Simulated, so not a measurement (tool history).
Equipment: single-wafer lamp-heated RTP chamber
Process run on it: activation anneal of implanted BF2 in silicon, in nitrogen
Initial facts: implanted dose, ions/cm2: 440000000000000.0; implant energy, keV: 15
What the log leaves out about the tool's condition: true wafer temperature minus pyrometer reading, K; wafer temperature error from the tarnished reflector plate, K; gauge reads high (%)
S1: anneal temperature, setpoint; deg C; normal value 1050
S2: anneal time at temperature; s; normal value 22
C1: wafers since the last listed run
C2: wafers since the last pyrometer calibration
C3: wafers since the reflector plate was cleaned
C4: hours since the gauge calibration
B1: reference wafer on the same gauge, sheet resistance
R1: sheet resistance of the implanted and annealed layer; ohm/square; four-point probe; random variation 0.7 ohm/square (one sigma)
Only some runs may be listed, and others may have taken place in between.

run     day    S1  S2   C1    C2    C3     C4      B1      R1
  1       0  1050  22    0  2910    13  284.8  266.37  247.12
  2   0.333  1050  22  115  3026   128  292.8  266.13  245.23
  3   0.608  1050  22   95  3121   224  299.4  265.85  244.85
  4   1.233  1050  22  216  3338   440  314.4  265.82  246.24
  5   1.725  1031  16  170  3508   611  326.2  266.55  257.25
  6   2.417  1066  29  239  3748   851  342.8   265.8  239.32
  7   3.621  1066  29  417  4166  1268  371.7   265.9  240.19
  8   4.096  1063  19  164  4330  1433  383.1  265.59  242.72
  9   5.358  1063  19  437  4768  1871  413.4  265.69  242.66
 10   5.612  1063  19   88  4856  1959  419.5  265.94  243.37
 11   6.342  1058  22  252  5109  2212    437  266.05  241.99
 12   6.667  1058  22  112  5222  2325  444.8  265.84   242.4
        6.8  -- gauge calibrated
 13   7.212  1050  22  189  5411  2514    9.9  266.15   244.9
 14   7.629  1050  29  144  5556  2658   19.9  266.11  240.83
      8.421  -- pyrometer window cleaned and pyrometer calibrated
 15   8.442  1050  29  166     6  2824   39.4  266.45     244
 16   8.704  1065  28   91    97  2916   45.7  265.96  241.36
 17   9.317  1065  28  212   310  3128   60.4  266.03  239.63
 18   9.783  1033  22  161   471  3290   71.6  265.93  255.12
 19  10.192  1050  31  141   613  3431   81.4  266.17  242.07
 20  10.729  1028  22  186   799  3618   94.3  266.25  257.85
 21    11.3  1079  18  197   997  3816    108  265.87  241.47
     12.204  -- reflector plate cleaned
 22  12.225  1038  22  205  1203     7  130.2  266.37  251.89
 23  12.358  1029  14   46  1249    53  133.4  265.56  261.76
 24  13.042  1050  29  236  1486   290  149.8  266.05  243.63
 25  13.375  1079  22  115  1601   406  157.8  266.55  241.01
 26  14.008  1060  15  219  1821   626    173  265.61  249.34
 27  14.321  1050  22  108  1929   734  180.5  266.16  245.87
 28  14.967  1050  22  223  2153   958    196   266.4  245.97
 29  15.546  1050  22  200  2354  1159  209.9  265.68   246.4
 30  15.875  1061  17  114  2468  1273  217.8  266.02  245.47
 31  16.392  1078  29  179  2648  1452  230.2   265.9  238.27
 32  16.954  1050  15  195  2843  1647  243.7  265.85  251.54
 33  17.242  1030  15   99  2942  1747  250.6   265.6   258.8
 34  17.725  1050  22  167  3110  1914  262.2  266.01  245.98
 35  18.167  1079  30  153  3263  2068  272.8  266.19  238.54
 36  18.471  1073  27  105  3369  2173  280.1  265.77  238.22
 37  19.042  1021  12  197  3566  2371  293.8  265.84  264.86
 38  19.421  1050  22  131  3698  2503  302.9  265.89  245.66

Below, some changes in R1 between adjacent runs. For each, the amount present without the hidden state too (settings, incoming material, random variation) and the amount remaining for the hidden state with gauge scatter not shared by both compared results:
Run 5 -> 6: S1 1031 -> 1066, S2 16 -> 29. R1 -17.93 ohm/square: hidden state +1.62, all else -19.55.
Run 14 -> 15: pyrometer window cleaned and pyrometer calibrated. R1 +3.17 ohm/square: hidden state +2.74, all else +0.43.
Run 23 -> 24: S1 1029 -> 1050, S2 14 -> 29. R1 -18.13 ohm/square: hidden state +0.04, all else -18.17.
Run 36 -> 37: S1 1073 -> 1021, S2 27 -> 12. R1 +26.64 ohm/square: hidden state -1.41, all else +28.05.
Run 37 -> 38: S1 1021 -> 1050, S2 12 -> 22. R1 -19.2 ohm/square: hidden state +0.27, all else -19.47.
